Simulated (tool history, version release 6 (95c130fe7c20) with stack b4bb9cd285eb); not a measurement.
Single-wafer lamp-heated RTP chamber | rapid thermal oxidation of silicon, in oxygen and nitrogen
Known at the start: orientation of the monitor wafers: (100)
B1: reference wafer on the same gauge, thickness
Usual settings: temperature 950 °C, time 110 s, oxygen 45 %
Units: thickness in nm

Run 1, hour 0: usual settings; B1 4.61. Result: thickness 4.416 nm.
Run 2, hour 8.6: usual settings; B1 4.61. Result: thickness 4.373 nm.
Run 3, hour 20.7: usual settings; B1 4.606. Result: thickness 4.426 nm.
At hour 25.7: gauge calibrated.
Run 4, hour 36.5: usual settings; B1 4.612. Result: thickness 4.424 nm.
Run 5, hour 48.2: usual settings; B1 4.61. Result: thickness 4.431 nm.
Run 6, hour 95.9: usual settings; B1 4.611. Result: thickness 4.454 nm.
At hour 112.5: pyrometer window cleaned and pyrometer calibrated.
Run 7, hour 113: usual settings; B1 4.611. Result: thickness 4.152 nm.
Run 8, hour 125.3: usual settings but temperature 937 °C, oxygen 58 %; B1 4.604. Result: thickness 4.113 nm.
Run 9, hour 134.3: usual settings; B1 4.608. Result: thickness 4.159 nm.
Run 10, hour 151.8: usual settings; B1 4.612. Result: thickness 4.178 nm.
At hour 163.1: oxygen flow controller replaced.
Run 11, hour 166.1: usual settings but oxygen 58 %; B1 4.604. Result: thickness 4.563 nm.
Run 12, hour 174.4: usual settings but oxygen 58 %; B1 4.614. Result: thickness 4.541 nm.
Run 13, hour 183.4: usual settings but oxygen 58 %; B1 4.608. Result: thickness 4.532 nm.
Run 14, hour 193.5: usual settings but temperature 941 °C; B1 4.612. Result: thickness 3.981 nm.
Run 15, hour 206.3: usual settings but temperature 929 °C, time 162 s; B1 4.61. Result: thickness 4.225 nm.
Run 16, hour 212.5: usual settings but temperature 973 °C; B1 4.609. Result: thickness 4.927 nm.
Run 17, hour 222.1: usual settings but temperature 923 °C, time 77 s, oxygen 61 %; B1 4.614. Result: thickness 3.406 nm.
At hour 231.6: gauge calibrated.
Run 18, hour 232.7: usual settings but time 56 s; B1 4.604. Result: thickness 3.295 nm.
Run 19, hour 241.2: usual settings but temperature 979 °C, time 67 s, oxygen 37 %; B1 4.613. Result: thickness 3.937 nm.
Run 20, hour 249.1: usual settings but temperature 934 °C; B1 4.61. Result: thickness 3.786 nm.
Run 21, hour 265.5: usual settings but temperature 976 °C, time 70 s; B1 4.61. Result: thickness 4.217 nm.
Run 22, hour 273.8: usual settings; B1 4.61. Result: thickness 4.226 nm.
Run 23, hour 281.8: usual settings; B1 4.607. Result: thickness 4.241 nm.
Run 24, hour 288: usual settings but temperature 965 °C, time 69 s, oxygen 74 %; B1 4.606. Result: thickness 4.585 nm.
Run 25, hour 295.2: usual settings but time 148 s; B1 4.61. Result: thickness 4.807 nm.
Run 26, hour 311.4: usual settings but temperature 923 °C, time 140 s, oxygen 60 %; B1 4.614. Result: thickness 4.216 nm.
Run 27, hour 319.5: usual settings but oxygen 20 %; B1 4.604. Result: thickness 3.427 nm.
Run 28, hour 332.2: usual settings; B1 4.606. Result: thickness 4.236 nm.

4 ways to go on from here, each from the tool as it stands after run 28. What would each give?
Run A, hour 332.6: usual settings; B1 ?. Result: thickness ?.
Run B, hour 332.6: usual settings but temperature 928 °C; B1 ?. Result: thickness ?.
Run C, hour 332.6: usual settings but oxygen 56 %; B1 ?. Result: thickness ?.
Run D, hour 332.6: usual settings but temperature 968 °C, oxygen 57 %; B1 ?. Result: thickness ?.

run     B1  thickness
  A  4.608      4.255
  B  4.608      3.682
  C  4.608      4.553
  D  4.608      5.219
Without the tool's hidden state the same runs would have given:
run  thickness
  A      4.137
  B      3.589
  C       4.42
  D      5.063
